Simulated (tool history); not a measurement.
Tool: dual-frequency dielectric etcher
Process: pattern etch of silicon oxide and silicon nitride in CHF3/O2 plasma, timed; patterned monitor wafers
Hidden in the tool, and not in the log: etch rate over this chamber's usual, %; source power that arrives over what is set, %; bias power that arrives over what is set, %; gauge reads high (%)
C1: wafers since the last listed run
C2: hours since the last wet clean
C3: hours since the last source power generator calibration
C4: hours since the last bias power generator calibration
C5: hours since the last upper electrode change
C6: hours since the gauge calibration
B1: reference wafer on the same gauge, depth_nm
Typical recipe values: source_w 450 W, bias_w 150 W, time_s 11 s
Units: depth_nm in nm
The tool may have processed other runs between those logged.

{"run": 1, "hour": 0.0, "source_w": 450, "bias_w": 150, "time_s": 11, "C1": 0, "C2": 322.9, "C3": 2806.7, "C4": 2205.7, "C5": 3729.6, "C6": 70.5, "B1": 16.5, "depth_nm": 13.51}
{"run": 2, "hour": 32.4, "source_w": 450, "bias_w": 150, "time_s": 11, "C1": 350, "C2": 355.3, "C3": 2839.1, "C4": 2238.1, "C5": 3762, "C6": 102.9, "B1": 16.51, "depth_nm": 13.47}
{"run": 3, "hour": 59.7, "source_w": 450, "bias_w": 150, "time_s": 11, "C1": 295, "C2": 382.6, "C3": 2866.4, "C4": 2265.4, "C5": 3789.3, "C6": 130.2, "B1": 16.5, "depth_nm": 13.51}
{"run": 4, "hour": 132.6, "source_w": 450, "bias_w": 150, "time_s": 11, "C1": 789, "C2": 455.5, "C3": 2939.3, "C4": 2338.3, "C5": 3862.2, "C6": 203.1, "B1": 16.49, "depth_nm": 13.51}
{"run": 5, "hour": 189.4, "source_w": 450, "bias_w": 150, "time_s": 11, "C1": 614, "C2": 512.3, "C3": 2996.1, "C4": 2395.1, "C5": 3919, "C6": 259.9, "B1": 16.5, "depth_nm": 13.49}
{"hour": 235.3, "done": "wet clean of the chamber"}
{"run": 6, "hour": 239.8, "source_w": 450, "bias_w": 150, "time_s": 11, "C1": 285, "C2": 4.5, "C3": 3046.5, "C4": 2445.5, "C5": 3969.4, "C6": 310.3, "B1": 16.5, "depth_nm": 13.38}
{"run": 7, "hour": 269.4, "source_w": 450, "bias_w": 150, "time_s": 11, "C1": 320, "C2": 34.1, "C3": 3076.1, "C4": 2475.1, "C5": 3999, "C6": 339.9, "B1": 16.49, "depth_nm": 13.36}
{"run": 8, "hour": 338.1, "source_w": 380, "bias_w": 167, "time_s": 11, "C1": 743, "C2": 102.8, "C3": 3144.8, "C4": 2543.8, "C5": 4067.7, "C6": 408.6, "B1": 16.5, "depth_nm": 12.58}
{"hour": 432.5, "done": "gauge calibrated"}
{"hour": 439.7, "done": "upper electrode replaced"}
{"run": 9, "hour": 469.0, "source_w": 520, "bias_w": 181, "time_s": 10, "C1": 1157, "C2": 233.7, "C3": 3275.7, "C4": 2674.7, "C5": 29.3, "C6": 36.5, "B1": 16.5, "depth_nm": 13.88}
{"hour": 514.2, "done": "bias power generator calibrated"}
{"run": 10, "hour": 520.8, "source_w": 550, "bias_w": 150, "time_s": 11, "C1": 517, "C2": 285.5, "C3": 3327.5, "C4": 6.6, "C5": 81.1, "C6": 88.3, "B1": 16.5, "depth_nm": 14.96}
{"hour": 563.1, "done": "source power generator calibrated"}
{"run": 11, "hour": 588.8, "source_w": 450, "bias_w": 150, "time_s": 11, "C1": 692, "C2": 353.5, "C3": 25.7, "C4": 74.6, "C5": 149.1, "C6": 156.3, "B1": 16.5, "depth_nm": 13.85}

Run 12 has not been measured yet. What should we expect?
{"run": 12, "hour": 625.0, "source_w": 560, "bias_w": 167, "time_s": 11, "C1": 391, "C2": 389.7, "C3": 61.9, "C4": 110.8, "C5": 185.3, "C6": 192.5, "B1": "?", "depth_nm": "?"}

Run 12 gave B1 16.5, depth_nm 16.02 nm.
The same run, on a tool lacking any hidden state, would have yielded depth_nm 15.9 nm.
